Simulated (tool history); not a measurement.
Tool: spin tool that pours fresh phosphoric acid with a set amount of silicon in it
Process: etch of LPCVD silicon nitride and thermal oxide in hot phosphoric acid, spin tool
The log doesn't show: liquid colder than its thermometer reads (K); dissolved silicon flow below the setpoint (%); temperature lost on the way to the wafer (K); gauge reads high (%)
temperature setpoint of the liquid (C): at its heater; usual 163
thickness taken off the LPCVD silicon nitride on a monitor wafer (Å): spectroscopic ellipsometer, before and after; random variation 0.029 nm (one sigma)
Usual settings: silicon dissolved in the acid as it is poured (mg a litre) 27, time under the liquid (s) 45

| run | hour | temperature setpoint of the liquid (C) | silicon dissolved in the acid as it is poured (mg a litre) | time under the liquid (s) | wafers since the last listed run | hours since the thermometer was replaced | hours since the dissolved silicon flow meter was replaced | hours since the heated supply line was repaired | hours since the gauge calibration | read-back film thickness of the LPCVD silicon nitride reference wafer, read on the same gauge (nm) | thickness taken off the LPCVD silicon nitride on a monitor wafer (Å) |
|---|---|---|---|---|---|---|---|---|---|---|---|
| 1 | 0 | 163 | 19.5 | 45 | 0 | 1041.2 | 500.7 | 1076.4 | 1041.6 | 69.96 | 39.01 |
| 2 | 88.8 | 163 | 19.5 | 45 | 1150 | 1130 | 589.5 | 1165.2 | 1130.4 | 70.008 | 37.67 |
|  | 118.2 | dissolved silicon flow meter replaced |
| 3 | 193.7 | 163 | 43.5 | 45 | 1345 | 1234.9 | 75.5 | 1270.1 | 1235.3 | 69.998 | 37.7 |
| 4 | 266.3 | 163 | 43.5 | 45 | 940 | 1307.5 | 148.1 | 1342.7 | 1307.9 | 70.008 | 38.11 |
| 5 | 371.2 | 163 | 43.5 | 45 | 1358 | 1412.4 | 253 | 1447.6 | 1412.8 | 69.988 | 37.99 |
| 6 | 433.9 | 161 | 27 | 45 | 812 | 1475.1 | 315.7 | 1510.3 | 1475.5 | 69.993 | 35.46 |
| 7 | 473.2 | 161 | 27 | 45 | 508 | 1514.4 | 355 | 1549.6 | 1514.8 | 70 | 35.18 |
|  | 484.6 | gauge calibrated |
| 8 | 524.4 | 161 | 27 | 45 | 663 | 1565.6 | 406.2 | 1600.8 | 39.8 | 69.984 | 35.06 |
| 9 | 601.1 | 163 | 27 | 45 | 993 | 1642.3 | 482.9 | 1677.5 | 116.5 | 69.989 | 37.09 |
| 10 | 698 | 163 | 27 | 45 | 1254 | 1739.2 | 579.8 | 1774.4 | 213.4 | 69.994 | 37.39 |
|  | 734.8 | dissolved silicon flow meter replaced |
| 11 | 760.5 | 163 | 27 | 65 | 796 | 1801.7 | 25.7 | 1836.9 | 275.9 | 69.999 | 53.02 |
| 12 | 831.4 | 165 | 47 | 70 | 918 | 1872.6 | 96.6 | 1907.8 | 346.8 | 69.977 | 62.03 |
|  | 864.8 | heated supply line repaired |
| 13 | 884.7 | 164 | 38.5 | 40 | 677 | 1925.9 | 149.9 | 19.9 | 400.1 | 69.999 | 37.17 |
| 14 | 956.5 | 163 | 27 | 45 | 929 | 1997.7 | 221.7 | 91.7 | 471.9 | 70.019 | 39.79 |
|  | 995.7 | thermometer replaced |
| 15 | 1033.2 | 165.5 | 27 | 45 | 980 | 37.5 | 298.4 | 168.4 | 548.6 | 70.049 | 42.45 |
| 16 | 1080.8 | 161.5 | 27 | 35 | 616 | 85.1 | 346 | 216 | 596.2 | 69.951 | 29.22 |
| 17 | 1150.1 | 161 | 27 | 45 | 897 | 154.4 | 415.3 | 285.3 | 665.5 | 70.013 | 36.71 |
| 18 | 1197.1 | 163 | 27 | 45 | 608 | 201.4 | 462.3 | 332.3 | 712.5 | 70.005 | 38.99 |
| 19 | 1251.7 | 165.5 | 36 | 45 | 707 | 256 | 516.9 | 386.9 | 767.1 | 69.964 | 42.83 |
| 20 | 1357 | 164 | 18.5 | 65 | 1363 | 361.3 | 622.2 | 492.2 | 872.4 | 70.003 | 58.58 |

What the log doesn't show, run by run:
liquid colder than its thermometer reads (K): 0 in every run
dissolved silicon flow below the setpoint (%): 0 in every run
gauge reads high (%): 0 in every run
H1: temperature lost on the way to the wafer (K)
| run | H1 |
|---|---|
| 1 | 1.92 |
| 2 | 2.06 |
| 3 | 2.22 |
| 4 | 2.34 |
| 5 | 2.5 |
| 6 | 2.59 |
| 7 | 2.66 |
| 8 | 2.73 |
| 9 | 2.85 |
| 10 | 3 |
| 11 | 3.1 |
| 12 | 3.21 |
| 13 | 0.648 |
| 14 | 0.759 |
| 15 | 0.877 |
| 16 | 0.951 |
| 17 | 1.06 |
| 18 | 1.13 |
| 19 | 1.21 |
| 20 | 1.38 |
